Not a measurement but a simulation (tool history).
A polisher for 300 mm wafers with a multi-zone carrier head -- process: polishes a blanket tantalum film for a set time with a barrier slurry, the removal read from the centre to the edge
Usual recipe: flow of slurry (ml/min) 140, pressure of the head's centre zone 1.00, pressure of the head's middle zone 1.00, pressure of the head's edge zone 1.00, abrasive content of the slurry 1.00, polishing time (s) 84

run	hour	flow of slurry (ml/min)	pressure of the head's centre zone	pressure of the head's middle zone	pressure of the head's edge zone	abrasive content of the slurry	polishing time (s)	incoming thickness of the incoming film, nm	film removed at the wafer's centre (Å)	film removed at mid-radius (Å)	film removed at the wafer's edge (Å)
1	0.0	140	1.00	1.00	1.00	1.00	84	442.7	918	936	900
2	24.9	140	1.00	1.00	1.00	1.00	84	438.4	893	914	876
3	42.9	140	1.00	1.00	1.00	1.00	84	445.9	877	860	871
# hour 53.6: worn pad replaced by a new one
4	149.8	140	1.00	1.00	1.00	1.00	84	439.0	895	903	875
5	183.4	140	1.00	1.03	1.00	1.00	84	440.4	878	886	853
6	198.7	140	1.00	1.03	1.00	1.00	84	442.4	840	855	854
# hour 220.2: worn pad replaced by a new one
7	232.8	140	1.00	1.00	1.00	0.80	84	430.5	890	888	924
8	250.0	140	1.00	1.00	1.00	0.80	84	444.9	874	855	878
9	284.0	170	0.94	1.00	1.00	1.00	69	438.3	712	751	774
10	303.4	140	1.00	1.00	1.00	1.00	84	441.6	883	839	876
# hour 311.2: edge zone pressure recalibrated
11	329.6	175	0.91	1.00	1.00	1.15	66	441.4	663	725	723
# hour 348.1: slurry nozzle cleaned
# hour 350.7: worn pad replaced by a new one
12	359.6	160	1.00	1.00	1.00	1.15	84	435.1	1089	1074	1068
13	377.6	140	1.00	1.04	1.00	0.70	84	436.5	916	951	881
# hour 387.9: centre zone pressure recalibrated
14	390.9	140	1.00	1.00	1.00	1.00	84	442.2	988	965	965
15	404.1	140	1.00	1.00	1.00	1.00	84	438.8	972	953	965
16	421.2	185	1.00	1.00	1.00	1.00	84	440.8	1011	999	986
# hour 431.9: carrier head's membrane replaced by a new one
17	442.4	165	1.00	1.00	1.00	1.00	84	447.6	996	984	948
# hour 506.1: worn pad replaced by a new one
18	547.5	165	1.00	1.00	1.05	0.85	84	440.7	981	933	949
19	567.4	155	1.00	1.00	1.07	0.90	84	439.7	927	913	953
20	584.3	155	0.92	1.00	1.04	0.80	84	437.4	846	892	906
21	616.2	140	1.00	0.92	1.00	1.00	110	443.4	1173	1050	1162

Below, some changes in film removed at the wafer's centre (Å) between adjacent runs. For each, the amount present without the hidden state too (settings, incoming material, random variation) and the amount remaining for the hidden state with gauge scatter not shared by both compared results:
Hidden state present: removal rate lost through wear of the pad, %; slurry flow missing at the pad, %; deviation of the centre zone's pressure from its setpoint, %; deviation of the edge zone's pressure from its setpoint, %.
Run 6 -> 7: pressure of the head's middle zone 1.03 -> 1.00, abrasive content of the slurry 1.00 -> 0.80, worn pad replaced by a new one. film removed at the wafer's centre (Å) +50: hidden state +107, all else -57.
Run 11 -> 12: flow of slurry (ml/min) 175 -> 160, pressure of the head's centre zone 0.91 -> 1.00, polishing time (s) 66 -> 84, slurry nozzle cleaned, worn pad replaced by a new one. film removed at the wafer's centre (Å) +426: hidden state +120, all else +306.
Run 20 -> 21: flow of slurry (ml/min) 155 -> 140, pressure of the head's centre zone 0.92 -> 1.00, pressure of the head's middle zone 1.00 -> 0.92, pressure of the head's edge zone 1.04 -> 1.00, abrasive content of the slurry 0.80 -> 1.00, polishing time (s) 84 -> 110. film removed at the wafer's centre (Å) +327: hidden state -96, all else +423.

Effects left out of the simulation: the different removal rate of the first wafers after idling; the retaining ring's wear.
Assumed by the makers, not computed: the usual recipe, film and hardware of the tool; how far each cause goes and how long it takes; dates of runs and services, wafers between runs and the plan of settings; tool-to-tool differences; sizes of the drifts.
